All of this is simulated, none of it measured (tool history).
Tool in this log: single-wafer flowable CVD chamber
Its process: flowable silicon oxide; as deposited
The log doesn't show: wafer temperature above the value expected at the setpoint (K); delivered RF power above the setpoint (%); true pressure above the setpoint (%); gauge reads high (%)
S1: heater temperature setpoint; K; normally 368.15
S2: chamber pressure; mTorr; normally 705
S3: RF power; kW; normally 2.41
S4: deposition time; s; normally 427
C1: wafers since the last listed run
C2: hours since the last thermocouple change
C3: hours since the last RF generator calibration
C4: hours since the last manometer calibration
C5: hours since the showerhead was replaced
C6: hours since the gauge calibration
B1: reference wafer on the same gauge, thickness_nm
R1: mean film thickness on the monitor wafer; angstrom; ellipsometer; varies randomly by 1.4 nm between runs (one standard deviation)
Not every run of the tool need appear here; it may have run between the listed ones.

run 1 hour=0 | S1=368.15 S2=705 S3=2.41 S4=427 | C1=0 C2=3.8 C3=2192.1 C4=1498.1 C5=6336.6 C6=820.6 | B1=253.573 | R1=2510.64
run 2 hour=24.8 | S1=368.15 S2=705 S3=2.41 S4=427 | C1=119 C2=28.6 C3=2216.9 C4=1522.9 C5=6361.4 C6=845.4 | B1=253.134 | R1=2495.21
run 3 hour=41.9 | S1=368.15 S2=705 S3=2.41 S4=427 | C1=82 C2=45.7 C3=2234 C4=1540 C5=6378.5 C6=862.5 | B1=252.852 | R1=2481.58
run 4 hour=54.1 | S1=368.15 S2=705 S3=2.41 S4=427 | C1=58 C2=57.9 C3=2246.2 C4=1552.2 C5=6390.7 C6=874.7 | B1=252.887 | R1=2504.7
run 5 hour=68.6 | S1=368.15 S2=705 S3=2.41 S4=427 | C1=70 C2=72.4 C3=2260.7 C4=1566.7 C5=6405.2 C6=889.2 | B1=252.819 | R1=2520.92
run 6 hour=102.7 | S1=368.15 S2=705 S3=2.625 S4=427 | C1=164 C2=106.5 C3=2294.8 C4=1600.8 C5=6439.3 C6=923.3 | B1=252.244 | R1=2522.71
-- hour=124.1 showerhead replaced
-- hour=132.2 RF generator calibrated
run 7 hour=132.7 | S1=363.15 S2=705 S3=2.41 S4=427 | C1=67 C2=136.5 C3=0.5 C4=1630.8 C5=8.6 C6=953.3 | B1=252.262 | R1=2903.12
run 8 hour=148.2 | S1=368.15 S2=705 S3=2.41 S4=427 | C1=74 C2=152 C3=16 C4=1646.3 C5=24.1 C6=968.8 | B1=252.022 | R1=2495.24
run 9 hour=175.8 | S1=364.15 S2=787 S3=2.27 S4=485 | C1=133 C2=179.6 C3=43.6 C4=1673.9 C5=51.7 C6=996.4 | B1=251.83 | R1=3567.68
run 10 hour=189.6 | S1=376.15 S2=705 S3=2.19 S4=427 | C1=66 C2=193.4 C3=57.4 C4=1687.7 C5=65.5 C6=1010.2 | B1=251.715 | R1=1950.77
run 11 hour=222.1 | S1=368.15 S2=705 S3=2.41 S4=427 | C1=157 C2=225.9 C3=89.9 C4=1720.2 C5=98 C6=1042.7 | B1=251.407 | R1=2479.39
run 12 hour=237.9 | S1=364.15 S2=705 S3=2.535 S4=483 | C1=76 C2=241.7 C3=105.7 C4=1736 C5=113.8 C6=1058.5 | B1=250.602 | R1=3166.57
run 13 hour=259.7 | S1=368.15 S2=705 S3=2.41 S4=427 | C1=105 C2=263.5 C3=127.5 C4=1757.8 C5=135.6 C6=1080.3 | B1=250.743 | R1=2486.82
-- hour=260.9 gauge calibrated
run 14 hour=280.2 | S1=368.15 S2=705 S3=2.07 S4=427 | C1=99 C2=284 C3=148 C4=1778.3 C5=156.1 C6=19.3 | B1=260.952 | R1=2552.22
-- hour=297.9 capacitance manometer re-zeroed and calibrated
run 15 hour=298.4 | S1=368.15 S2=845 S3=2.41 S4=427 | C1=49 C2=302.2 C3=166.2 C4=0.5 C5=174.3 C6=37.5 | B1=261.426 | R1=3105.37
run 16 hour=372.7 | S1=368.15 S2=876 S3=2.41 S4=492 | C1=359 C2=376.5 C3=240.5 C4=74.8 C5=248.6 C6=111.8 | B1=259.732 | R1=3720.66
run 17 hour=396 | S1=368.15 S2=753 S3=2.84 S4=498 | C1=112 C2=399.8 C3=263.8 C4=98.1 C5=271.9 C6=135.1 | B1=260.735 | R1=3292.57
run 18 hour=420.8 | S1=379.15 S2=705 S3=2.41 S4=427 | C1=119 C2=424.6 C3=288.6 C4=122.9 C5=296.7 C6=159.9 | B1=260.045 | R1=1871.57
run 19 hour=443.3 | S1=381.15 S2=705 S3=2.41 S4=348 | C1=108 C2=447.1 C3=311.1 C4=145.4 C5=319.2 C6=182.4 | B1=259.91 | R1=1430.78
run 20 hour=469.7 | S1=368.15 S2=851 S3=2.41 S4=427 | C1=127 C2=473.5 C3=337.5 C4=171.8 C5=345.6 C6=208.8 | B1=259.915 | R1=3097.86
run 21 hour=498.9 | S1=362.15 S2=869 S3=2.595 S4=504 | C1=141 C2=502.7 C3=366.7 C4=201 C5=374.8 C6=238 | B1=259.073 | R1=4540.54
run 22 hour=521.7 | S1=368.15 S2=705 S3=2.41 S4=427 | C1=110 C2=525.5 C3=389.5 C4=223.8 C5=397.6 C6=260.8 | B1=258.598 | R1=2601.94
run 23 hour=552.9 | S1=368.15 S2=705 S3=2.41 S4=427 | C1=150 C2=556.7 C3=420.7 C4=255 C5=428.8 C6=292 | B1=258.938 | R1=2542.45
run 24 hour=569.7 | S1=372.15 S2=796 S3=2.7 S4=484 | C1=81 C2=573.5 C3=437.5 C4=271.8 C5=445.6 C6=308.8 | B1=259.019 | R1=2990.17
run 25 hour=587.7 | S1=368.15 S2=705 S3=2.41 S4=427 | C1=87 C2=591.5 C3=455.5 C4=289.8 C5=463.6 C6=326.8 | B1=258.637 | R1=2552.96
run 26 hour=599.7 | S1=377.15 S2=705 S3=2.41 S4=427 | C1=58 C2=603.5 C3=467.5 C4=301.8 C5=475.6 C6=338.8 | B1=258.75 | R1=1959.23
run 27 hour=620.4 | S1=368.15 S2=705 S3=2.41 S4=348 | C1=100 C2=624.2 C3=488.2 C4=322.5 C5=496.3 C6=359.5 | B1=258.329 | R1=2088.59

5 ways to go on from here, each from the tool as it stands after run 27. What would each give?
run A hour=620.9 | S1=368.15 S2=705 S3=2.41 S4=427 | C1=2 C2=624.7 C3=488.7 C4=323 C5=496.8 C6=360 | B1=? | R1=?
run B hour=620.9 | S1=360.15 S2=795 S3=2.88 S4=475 | C1=2 C2=624.7 C3=488.7 C4=323 C5=496.8 C6=360 | B1=? | R1=?
run C hour=620.9 | S1=359.15 S2=705 S3=2.41 S4=476 | C1=2 C2=624.7 C3=488.7 C4=323 C5=496.8 C6=360 | B1=? | R1=?
run D hour=620.9 | S1=368.15 S2=705 S3=2.41 S4=366 | C1=2 C2=624.7 C3=488.7 C4=323 C5=496.8 C6=360 | B1=? | R1=?
run E hour=620.9 | S1=368.15 S2=629 S3=2.41 S4=427 | C1=2 C2=624.7 C3=488.7 C4=323 C5=496.8 C6=360 | B1=? | R1=?

run=A B1=258.228 R1=2569.83
run=B B1=258.228 R1=4124.45
run=C B1=258.228 R1=3692.06
run=D B1=258.228 R1=2202.71
run=E B1=258.228 R1=2296.86
With the hidden condition removed and each run's random variation left untouched, the same runs would have given:
run=A R1=2595.66
run=B R1=4165.91
run=C R1=3729.18
run=D R1=2224.85
run=E R1=2319.95
